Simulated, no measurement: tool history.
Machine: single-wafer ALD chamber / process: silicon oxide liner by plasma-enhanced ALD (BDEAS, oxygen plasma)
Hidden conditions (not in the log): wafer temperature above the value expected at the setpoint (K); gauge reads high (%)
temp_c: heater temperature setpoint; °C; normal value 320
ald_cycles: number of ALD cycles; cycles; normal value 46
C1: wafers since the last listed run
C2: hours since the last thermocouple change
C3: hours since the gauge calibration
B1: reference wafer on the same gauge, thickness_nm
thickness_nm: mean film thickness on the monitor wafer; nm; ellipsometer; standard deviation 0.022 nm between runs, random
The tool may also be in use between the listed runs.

{"run": 1, "hour": 0.0, "temp_c": 320, "ald_cycles": 46, "C1": 0, "C2": 2197.6, "C3": 520.7, "B1": 4.424, "thickness_nm": 4.206}
{"hour": 4.4, "done": "gauge calibrated"}
{"run": 2, "hour": 14.9, "temp_c": 320, "ald_cycles": 46, "C1": 70, "C2": 2212.5, "C3": 10.5, "B1": 4.418, "thickness_nm": 4.221}
{"run": 3, "hour": 30.5, "temp_c": 320, "ald_cycles": 46, "C1": 73, "C2": 2228.1, "C3": 26.1, "B1": 4.426, "thickness_nm": 4.265}
{"run": 4, "hour": 39.9, "temp_c": 320, "ald_cycles": 46, "C1": 44, "C2": 2237.5, "C3": 35.5, "B1": 4.433, "thickness_nm": 4.195}
{"run": 5, "hour": 49.1, "temp_c": 320, "ald_cycles": 46, "C1": 43, "C2": 2246.7, "C3": 44.7, "B1": 4.424, "thickness_nm": 4.192}
{"run": 6, "hour": 58.5, "temp_c": 332, "ald_cycles": 46, "C1": 44, "C2": 2256.1, "C3": 54.1, "B1": 4.418, "thickness_nm": 4.128}
{"run": 7, "hour": 80.0, "temp_c": 332, "ald_cycles": 46, "C1": 101, "C2": 2277.6, "C3": 75.6, "B1": 4.422, "thickness_nm": 4.147}
{"run": 8, "hour": 87.1, "temp_c": 320, "ald_cycles": 46, "C1": 33, "C2": 2284.7, "C3": 82.7, "B1": 4.425, "thickness_nm": 4.206}
{"run": 9, "hour": 103.2, "temp_c": 320, "ald_cycles": 46, "C1": 75, "C2": 2300.8, "C3": 98.8, "B1": 4.421, "thickness_nm": 4.206}
{"run": 10, "hour": 123.9, "temp_c": 315, "ald_cycles": 39, "C1": 97, "C2": 2321.5, "C3": 119.5, "B1": 4.422, "thickness_nm": 3.62}
{"run": 11, "hour": 169.6, "temp_c": 320, "ald_cycles": 46, "C1": 215, "C2": 2367.2, "C3": 165.2, "B1": 4.421, "thickness_nm": 4.214}
{"run": 12, "hour": 180.2, "temp_c": 320, "ald_cycles": 46, "C1": 50, "C2": 2377.8, "C3": 175.8, "B1": 4.424, "thickness_nm": 4.238}
{"run": 13, "hour": 196.2, "temp_c": 320, "ald_cycles": 46, "C1": 75, "C2": 2393.8, "C3": 191.8, "B1": 4.417, "thickness_nm": 4.251}
{"run": 14, "hour": 204.4, "temp_c": 320, "ald_cycles": 46, "C1": 38, "C2": 2402, "C3": 200, "B1": 4.423, "thickness_nm": 4.213}
{"run": 15, "hour": 221.5, "temp_c": 312, "ald_cycles": 40, "C1": 80, "C2": 2419.1, "C3": 217.1, "B1": 4.421, "thickness_nm": 3.723}
{"run": 16, "hour": 227.7, "temp_c": 328, "ald_cycles": 46, "C1": 29, "C2": 2425.3, "C3": 223.3, "B1": 4.412, "thickness_nm": 4.161}
{"run": 17, "hour": 237.2, "temp_c": 328, "ald_cycles": 39, "C1": 44, "C2": 2434.8, "C3": 232.8, "B1": 4.425, "thickness_nm": 3.496}
{"hour": 246.5, "done": "thermocouple changed; heater temperature recalibrated"}
{"run": 18, "hour": 252.5, "temp_c": 328, "ald_cycles": 39, "C1": 34, "C2": 6, "C3": 248.1, "B1": 4.421, "thickness_nm": 3.505}
{"run": 19, "hour": 263.1, "temp_c": 320, "ald_cycles": 42, "C1": 50, "C2": 16.6, "C3": 258.7, "B1": 4.423, "thickness_nm": 3.846}
{"run": 20, "hour": 270.9, "temp_c": 320, "ald_cycles": 42, "C1": 36, "C2": 24.4, "C3": 266.5, "B1": 4.42, "thickness_nm": 3.825}
{"run": 21, "hour": 277.6, "temp_c": 320, "ald_cycles": 46, "C1": 31, "C2": 31.1, "C3": 273.2, "B1": 4.419, "thickness_nm": 4.221}
{"run": 22, "hour": 295.0, "temp_c": 333, "ald_cycles": 46, "C1": 82, "C2": 48.5, "C3": 290.6, "B1": 4.422, "thickness_nm": 4.098}
{"run": 23, "hour": 309.9, "temp_c": 320, "ald_cycles": 37, "C1": 70, "C2": 63.4, "C3": 305.5, "B1": 4.421, "thickness_nm": 3.365}
{"run": 24, "hour": 319.6, "temp_c": 330, "ald_cycles": 53, "C1": 45, "C2": 73.1, "C3": 315.2, "B1": 4.417, "thickness_nm": 4.79}
{"run": 25, "hour": 326.9, "temp_c": 306, "ald_cycles": 50, "C1": 34, "C2": 80.4, "C3": 322.5, "B1": 4.425, "thickness_nm": 4.65}
{"run": 26, "hour": 346.1, "temp_c": 316, "ald_cycles": 54, "C1": 90, "C2": 99.6, "C3": 341.7, "B1": 4.427, "thickness_nm": 5.017}
{"run": 27, "hour": 356.8, "temp_c": 326, "ald_cycles": 38, "C1": 50, "C2": 110.3, "C3": 352.4, "B1": 4.419, "thickness_nm": 3.45}
{"run": 28, "hour": 363.9, "temp_c": 320, "ald_cycles": 46, "C1": 33, "C2": 117.4, "C3": 359.5, "B1": 4.427, "thickness_nm": 4.226}
{"run": 29, "hour": 378.1, "temp_c": 333, "ald_cycles": 52, "C1": 66, "C2": 131.6, "C3": 373.7, "B1": 4.417, "thickness_nm": 4.663}
{"run": 30, "hour": 390.1, "temp_c": 314, "ald_cycles": 43, "C1": 56, "C2": 143.6, "C3": 385.7, "B1": 4.424, "thickness_nm": 3.936}
{"run": 31, "hour": 402.5, "temp_c": 320, "ald_cycles": 46, "C1": 58, "C2": 156, "C3": 398.1, "B1": 4.425, "thickness_nm": 4.224}
{"run": 32, "hour": 413.8, "temp_c": 306, "ald_cycles": 51, "C1": 53, "C2": 167.3, "C3": 409.4, "B1": 4.417, "thickness_nm": 4.765}
{"hour": 419.5, "done": "gauge calibrated"}
{"run": 33, "hour": 428.1, "temp_c": 320, "ald_cycles": 46, "C1": 67, "C2": 181.6, "C3": 8.6, "B1": 4.429, "thickness_nm": 4.235}
{"run": 34, "hour": 444.8, "temp_c": 327, "ald_cycles": 46, "C1": 78, "C2": 198.3, "C3": 25.3, "B1": 4.429, "thickness_nm": 4.165}
{"run": 35, "hour": 461.8, "temp_c": 310, "ald_cycles": 46, "C1": 80, "C2": 215.3, "C3": 42.3, "B1": 4.417, "thickness_nm": 4.266}
{"run": 36, "hour": 473.0, "temp_c": 320, "ald_cycles": 46, "C1": 52, "C2": 226.5, "C3": 53.5, "B1": 4.414, "thickness_nm": 4.199}
{"run": 37, "hour": 487.9, "temp_c": 320, "ald_cycles": 38, "C1": 70, "C2": 241.4, "C3": 68.4, "B1": 4.424, "thickness_nm": 3.468}
{"run": 38, "hour": 502.8, "temp_c": 320, "ald_cycles": 46, "C1": 70, "C2": 256.3, "C3": 83.3, "B1": 4.419, "thickness_nm": 4.21}
{"run": 39, "hour": 516.1, "temp_c": 314, "ald_cycles": 46, "C1": 62, "C2": 269.6, "C3": 96.6, "B1": 4.425, "thickness_nm": 4.237}
{"run": 40, "hour": 523.9, "temp_c": 308, "ald_cycles": 49, "C1": 36, "C2": 277.4, "C3": 104.4, "B1": 4.42, "thickness_nm": 4.576}
{"run": 41, "hour": 530.4, "temp_c": 333, "ald_cycles": 50, "C1": 30, "C2": 283.9, "C3": 110.9, "B1": 4.411, "thickness_nm": 4.455}
{"run": 42, "hour": 538.3, "temp_c": 320, "ald_cycles": 46, "C1": 37, "C2": 291.8, "C3": 118.8, "B1": 4.425, "thickness_nm": 4.216}
{"run": 43, "hour": 547.0, "temp_c": 320, "ald_cycles": 42, "C1": 41, "C2": 300.5, "C3": 127.5, "B1": 4.429, "thickness_nm": 3.837}

Alternative continuations, all from the tool just after run 43; predict every row:
{"run": "A", "hour": 547.5, "temp_c": 320, "ald_cycles": 46, "C1": 2, "C2": 301, "C3": 128, "B1": "?", "thickness_nm": "?"}
{"run": "B", "hour": 547.5, "temp_c": 313, "ald_cycles": 53, "C1": 2, "C2": 301, "C3": 128, "B1": "?", "thickness_nm": "?"}
{"run": "C", "hour": 547.5, "temp_c": 328, "ald_cycles": 55, "C1": 2, "C2": 301, "C3": 128, "B1": "?", "thickness_nm": "?"}
{"run": "D", "hour": 547.5, "temp_c": 334, "ald_cycles": 50, "C1": 2, "C2": 301, "C3": 128, "B1": "?", "thickness_nm": "?"}

run=A B1=4.41 thickness_nm=4.223
run=B B1=4.41 thickness_nm=4.921
run=C B1=4.41 thickness_nm=4.983
run=D B1=4.41 thickness_nm=4.485
With no hidden state in the tool, these same runs would have given:
run=A thickness_nm=4.223
run=B thickness_nm=4.921
run=C thickness_nm=4.983
run=D thickness_nm=4.485

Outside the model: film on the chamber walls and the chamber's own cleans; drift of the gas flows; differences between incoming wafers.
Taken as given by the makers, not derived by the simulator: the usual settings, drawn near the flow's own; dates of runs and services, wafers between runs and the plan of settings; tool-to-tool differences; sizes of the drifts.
